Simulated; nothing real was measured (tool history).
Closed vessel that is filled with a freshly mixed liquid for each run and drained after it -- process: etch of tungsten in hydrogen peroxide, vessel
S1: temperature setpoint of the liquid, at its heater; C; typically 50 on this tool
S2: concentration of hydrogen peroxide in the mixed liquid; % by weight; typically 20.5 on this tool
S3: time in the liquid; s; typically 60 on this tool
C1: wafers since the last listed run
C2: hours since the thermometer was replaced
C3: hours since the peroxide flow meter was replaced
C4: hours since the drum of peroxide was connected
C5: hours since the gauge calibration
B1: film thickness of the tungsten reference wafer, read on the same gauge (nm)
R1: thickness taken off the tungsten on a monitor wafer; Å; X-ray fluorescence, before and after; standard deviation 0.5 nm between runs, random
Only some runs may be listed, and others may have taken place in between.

run   hour    S1    S2  S3    C1      C2      C3     C4     C5      B1      R1
  1      0    50  20.5  60     0  2663.2  1170.7  403.6  397.2  150.02   559.9
  2     12    50  20.5  60   862  2675.2  1182.7  415.6  409.2     150   556.7
  3   18.2    50  20.5  60   445  2681.4  1188.9  421.8  415.4     150   563.2
  4   30.7    50  20.5  60   898  2693.9  1201.4  434.3  427.9  150.01   559.1
  5   38.7    50  20.5  60   574  2701.9  1209.4  442.3  435.9  149.99     561
  6   53.5    50  20.5  60  1063  2716.7  1224.2  457.1  450.7  149.99   559.7
  7  100.6    47  20.5  80  3384  2763.8  1271.3  504.2  497.8     150   621.6
     105.2  -- peroxide flow meter replaced
  8  115.4    50    17  60   991  2778.6    10.2    519  512.6     150     499
  9  123.2    50    17  60   560  2786.4      18  526.8  520.4     150   515.3
 10  138.1    50    17  60  1070  2801.3    32.9  541.7  535.3  149.99   507.1
 11    156  53.5  20.5  45  1286  2819.2    50.8  559.6  553.2  149.99   523.4
     166.6  -- new drum of peroxide connected
 12  173.5    50  20.5  60  1185  2836.7    68.3    6.9  570.7  149.98   561.8
 13    190  53.5  17.5  60  1185  2853.2    84.8   23.4  587.2  150.01     636
 14  203.6    50  20.5  60   977  2866.8    98.4     37  600.8  150.01   553.3
 15  217.3    46  24.5  30   984  2880.5   112.1   50.7  614.5     150   240.9
 16    233    50  15.5  60  1128  2896.2   127.8   66.4  630.2     150   487.9
     242.4  -- thermometer replaced
 17  249.4  42.5    24  60  1106       7   144.2   82.8  646.6  149.98   378.4
 18  259.5    50  20.5  60   725    17.1   154.3   92.9  656.7  150.02     564
 19    270    55    23  80   754    27.6   164.8  103.4  667.2     150  1052.4
 20  277.2    50  20.5  60   517    34.8     172  110.6  674.4     150   557.3
     296.6  -- gauge calibrated
 21  323.2    50  20.5  90  3305    80.8     218  156.6   26.6     150     829
 22    346    50  20.5  60  1638   103.6   240.8  179.4   49.4  149.99   560.9
 23  363.8  53.5  26.5  85  1279   121.4   258.6  197.2   67.2  150.02  1106.3
 24  380.6    50    23  60  1207   138.2   275.4    214     84  150.01   591.8
 25  394.7    54  23.5  60  1013   152.3   289.5  228.1   98.1  149.99   758.7
 26  411.6    50  20.5  50  1214   169.2   306.4    245    115     150   471.4
 27  419.5  41.5  17.5  45   567   177.1   314.3  252.9  122.9     150     228
 28  433.3  40.5    24  60   991   190.9   328.1  266.7  136.7     150   329.2
 29  442.7    50    15  30   675   200.3   337.5  276.1  146.1     150   235.9

Alternative continuations, all from the tool just after run 29; predict every row:
  A  443.4    50  20.5  60  50  201  338.2  276.8  146.8   ?   ?
  B  443.4    41    25  35  50  201  338.2  276.8  146.8   ?   ?
  C  443.4    46    15  40  50  201  338.2  276.8  146.8   ?   ?
  D  443.4    55  22.5  30  50  201  338.2  276.8  146.8   ?   ?
  E  443.4  42.5  20.5  60  50  201  338.2  276.8  146.8   ?   ?

run      B1     R1
  A  149.99  556.1
  B  149.99  203.4
  C  149.99  247.6
  D  149.99  393.5
  E  149.99  347.8
Without the tool's hidden state the same runs would have given:
run     R1
  A  556.1
  B  203.4
  C  247.6
  D  393.5
  E  347.8
